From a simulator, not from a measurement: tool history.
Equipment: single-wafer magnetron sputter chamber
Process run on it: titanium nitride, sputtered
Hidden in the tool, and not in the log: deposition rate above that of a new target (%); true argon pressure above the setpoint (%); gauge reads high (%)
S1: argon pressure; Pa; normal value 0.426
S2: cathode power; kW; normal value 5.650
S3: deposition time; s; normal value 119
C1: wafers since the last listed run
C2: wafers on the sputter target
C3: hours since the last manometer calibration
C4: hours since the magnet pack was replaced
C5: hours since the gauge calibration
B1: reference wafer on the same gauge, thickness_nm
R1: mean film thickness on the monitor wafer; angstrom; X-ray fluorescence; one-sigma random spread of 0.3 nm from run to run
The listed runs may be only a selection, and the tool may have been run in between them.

run	hour	S1	S2	S3	C1	C2	C3	C4	C5	B1	R1
1	0.0	0.426	5.650	125	0	4675	1832.5	3373.1	533.0	141.858	1263.64
2	43.8	0.426	5.650	125	444	5120	1876.3	3416.9	576.8	142.132	1261.04
3	86.8	0.426	5.650	119	436	5557	1919.3	3459.9	619.8	142.003	1207.72
4	138.2	0.359	6.600	119	522	6079	1970.7	3511.3	671.2	142.072	1414.64
5	190.9	0.426	4.850	119	535	6614	2023.4	3564.0	723.9	142.019	1053.41
6	262.1	0.426	5.650	119	723	7338	2094.6	3635.2	795.1	141.972	1201.40
# hour 312.2: sputter target and shields replaced
7	346.2	0.426	5.650	119	772	345	2178.7	3719.3	879.2	142.059	1201.88
8	434.2	0.334	6.450	119	893	1239	2266.7	3807.3	967.2	142.113	1401.83
9	521.5	0.334	6.450	119	886	2126	2354.0	3894.6	1054.5	141.988	1389.46
10	601.5	0.426	5.200	119	812	2938	2434.0	3974.6	1134.5	142.221	1116.91
11	676.9	0.426	5.200	119	765	3704	2509.4	4050.0	1209.9	142.004	1113.68
# hour 722.3: gauge calibrated
# hour 785.0: magnet pack replaced
12	785.5	0.481	6.600	130	1021	4726	2618.0	0.5	63.2	141.905	1457.75
13	849.0	0.375	6.100	119	644	5371	2681.5	64.0	126.7	141.871	1301.89
14	911.6	0.567	5.650	141	635	6006	2744.1	126.6	189.3	141.942	1321.36
15	1002.5	0.426	4.400	119	923	6930	2835.0	217.5	280.2	141.871	962.59
# hour 1025.8: sputter target and shields replaced
16	1250.1	0.426	6.150	105	2433	2278	3082.6	465.1	527.8	141.856	1121.64
17	1324.3	0.285	6.450	138	753	3032	3156.8	539.3	602.0	142.115	1640.62
# hour 1373.7: capacitance manometer re-zeroed and calibrated
18	1374.2	0.426	6.950	137	425	3457	0.5	589.2	651.9	141.872	1674.78
19	1474.4	0.426	5.650	130	1017	4475	100.7	689.4	752.1	142.012	1334.55
20	1518.6	0.426	5.650	119	448	4924	144.9	733.6	796.3	142.078	1222.25
# hour 1743.7: sputter target and shields replaced
# hour 1765.5: gauge calibrated
21	1806.6	0.426	5.650	119	2843	638	432.9	1021.6	41.1	141.996	1220.54
22	1898.9	0.426	5.650	119	937	1576	525.2	1113.9	133.4	142.059	1217.06

Below are 5 alternative next runs, each starting from the tool's condition after run 22. Predict each:
A	1899.3	0.426	5.650	119	4	1580	525.6	1114.3	133.8	?	?
B	1899.3	0.284	4.900	119	4	1580	525.6	1114.3	133.8	?	?
C	1899.3	0.374	6.450	109	4	1580	525.6	1114.3	133.8	?	?
D	1899.3	0.426	5.650	98	4	1580	525.6	1114.3	133.8	?	?
E	1899.3	0.483	5.650	107	4	1580	525.6	1114.3	133.8	?	?

run	B1	R1
A	142.132	1218.87
B	142.132	1143.82
C	142.132	1277.70
D	142.132	1003.78
E	142.132	1071.59
With no hidden state in the tool, these same runs would have given:
run	R1
A	1220.65
B	1144.91
C	1279.33
D	1005.24
E	1073.35
